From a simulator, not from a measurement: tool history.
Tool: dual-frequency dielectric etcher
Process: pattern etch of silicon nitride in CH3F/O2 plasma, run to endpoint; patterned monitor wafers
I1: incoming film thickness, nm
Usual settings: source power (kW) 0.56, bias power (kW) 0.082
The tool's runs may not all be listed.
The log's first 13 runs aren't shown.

run 14 hour=1047.5 | source_power_(kW)=0.56 bias_power_(kW)=0.082 | I1=77 | endpoint_time_(s)=84.5
run 15 hour=1154.1 | source_power_(kW)=0.56 bias_power_(kW)=0.082 | I1=77.5 | endpoint_time_(s)=85.5
run 16 hour=1244.8 | source_power_(kW)=0.62 bias_power_(kW)=0.101 | I1=76.2 | endpoint_time_(s)=75.3
run 17 hour=1329.7 | source_power_(kW)=0.56 bias_power_(kW)=0.092 | I1=76.9 | endpoint_time_(s)=81
-- hour=1354.2 upper electrode replaced
run 18 hour=1393.8 | source_power_(kW)=0.62 bias_power_(kW)=0.068 | I1=77.4 | endpoint_time_(s)=88.3
-- hour=1517.2 wet clean of the chamber
run 19 hour=1575.3 | source_power_(kW)=0.46 bias_power_(kW)=0.07 | I1=77.3 | endpoint_time_(s)=94.8
-- hour=1630.6 source power generator calibrated
run 20 hour=1659.7 | source_power_(kW)=0.56 bias_power_(kW)=0.082 | I1=77 | endpoint_time_(s)=84.1
run 21 hour=1887.1 | source_power_(kW)=0.43 bias_power_(kW)=0.099 | I1=76.9 | endpoint_time_(s)=84.3
run 22 hour=1931.3 | source_power_(kW)=0.49 bias_power_(kW)=0.082 | I1=76.3 | endpoint_time_(s)=86.7
run 23 hour=1979 | source_power_(kW)=0.5 bias_power_(kW)=0.099 | I1=77.1 | endpoint_time_(s)=80.3
run 24 hour=2045 | source_power_(kW)=0.69 bias_power_(kW)=0.1 | I1=76.6 | endpoint_time_(s)=73.3
-- hour=2130.9 wet clean of the chamber
run 25 hour=2151.6 | source_power_(kW)=0.66 bias_power_(kW)=0.082 | I1=76.4 | endpoint_time_(s)=78.7
run 26 hour=2228.2 | source_power_(kW)=0.7 bias_power_(kW)=0.062 | I1=76.6 | endpoint_time_(s)=88
run 27 hour=2329.4 | source_power_(kW)=0.56 bias_power_(kW)=0.069 | I1=77.2 | endpoint_time_(s)=90.8
run 28 hour=2367.1 | source_power_(kW)=0.56 bias_power_(kW)=0.088 | I1=77.5 | endpoint_time_(s)=83.1
run 29 hour=2456 | source_power_(kW)=0.44 bias_power_(kW)=0.064 | I1=75.6 | endpoint_time_(s)=96.7
run 30 hour=2530.4 | source_power_(kW)=0.45 bias_power_(kW)=0.072 | I1=76.5 | endpoint_time_(s)=92
run 31 hour=2617.8 | source_power_(kW)=0.56 bias_power_(kW)=0.082 | I1=77.4 | endpoint_time_(s)=84.8
run 32 hour=2778.4 | source_power_(kW)=0.43 bias_power_(kW)=0.082 | I1=76.3 | endpoint_time_(s)=88.3
-- hour=2812.4 wet clean of the chamber
run 33 hour=2854.4 | source_power_(kW)=0.44 bias_power_(kW)=0.092 | I1=76.7 | endpoint_time_(s)=85.9
run 34 hour=2954.3 | source_power_(kW)=0.46 bias_power_(kW)=0.1 | I1=77.2 | endpoint_time_(s)=82.3
run 35 hour=3007.3 | source_power_(kW)=0.66 bias_power_(kW)=0.093 | I1=76.5 | endpoint_time_(s)=75.9

4 ways to go on from here, each from the tool as it stands after run 35. What would each give?
run A hour=3007.8 | source_power_(kW)=0.7 bias_power_(kW)=0.082 | I1=76 | endpoint_time_(s)=?
run B hour=3007.8 | source_power_(kW)=0.64 bias_power_(kW)=0.075 | I1=76 | endpoint_time_(s)=?
run C hour=3007.8 | source_power_(kW)=0.61 bias_power_(kW)=0.07 | I1=76 | endpoint_time_(s)=?
run D hour=3007.8 | source_power_(kW)=0.56 bias_power_(kW)=0.097 | I1=76 | endpoint_time_(s)=?

run=A endpoint_time_(s)=78.2
run=B endpoint_time_(s)=83.2
run=C endpoint_time_(s)=86.7
run=D endpoint_time_(s)=77.9
Without the tool's hidden state the same runs would have given:
run=A endpoint_time_(s)=78.2
run=B endpoint_time_(s)=83.2
run=C endpoint_time_(s)=86.7
run=D endpoint_time_(s)=77.9
